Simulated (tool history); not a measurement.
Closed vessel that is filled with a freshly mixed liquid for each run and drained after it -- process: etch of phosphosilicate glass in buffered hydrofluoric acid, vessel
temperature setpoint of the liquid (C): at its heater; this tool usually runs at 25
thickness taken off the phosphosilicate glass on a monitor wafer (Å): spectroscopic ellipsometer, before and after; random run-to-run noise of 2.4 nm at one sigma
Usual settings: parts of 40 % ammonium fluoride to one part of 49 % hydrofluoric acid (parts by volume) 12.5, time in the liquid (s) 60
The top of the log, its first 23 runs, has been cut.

run,hour,temperature setpoint of the liquid (C),parts of 40 % ammonium fluoride to one part of 49 % hydrofluoric acid (parts by volume),time in the liquid (s),"read-back film thickness of the phosphosilicate glass reference wafer, read on the same gauge (nm)",thickness taken off the phosphosilicate glass on a monitor wafer (Å)
24,754.5,25,12.5,60,120,2390.8
25,769.3,22.5,12.5,60,119.99,2085.7
26,803.2,23,12.5,60,120.01,2161.9
27,828.9,25,15,60,120.02,2015.3
28,854.3,27.5,12.5,60,120.01,2706.3
29,886.9,25,12.5,60,120,2325
30,908.7,28.5,10.5,80,120,4470.1
31,929.5,25,12.5,60,119.99,2385.3
32,952.7,25,16,45,119.99,1397.9
33,970.5,25,12.5,60,120,2324.9

What if the next run were any one of these 3? Each begins from the tool's condition after run 33:
A,971.2,25,12.5,40,?,?
B,971.2,25,17,60,?,?
C,971.2,29,12.5,60,?,?

run,"read-back film thickness of the phosphosilicate glass reference wafer, read on the same gauge (nm)",thickness taken off the phosphosilicate glass on a monitor wafer (Å)
A,120.01,1582.9
B,120.01,1755.5
C,120.01,2941.2
Stripped of hidden state, with their random variation kept, the same runs would have yielded:
run,thickness taken off the phosphosilicate glass on a monitor wafer (Å)
A,1628.9
B,1806.9
C,3026.7
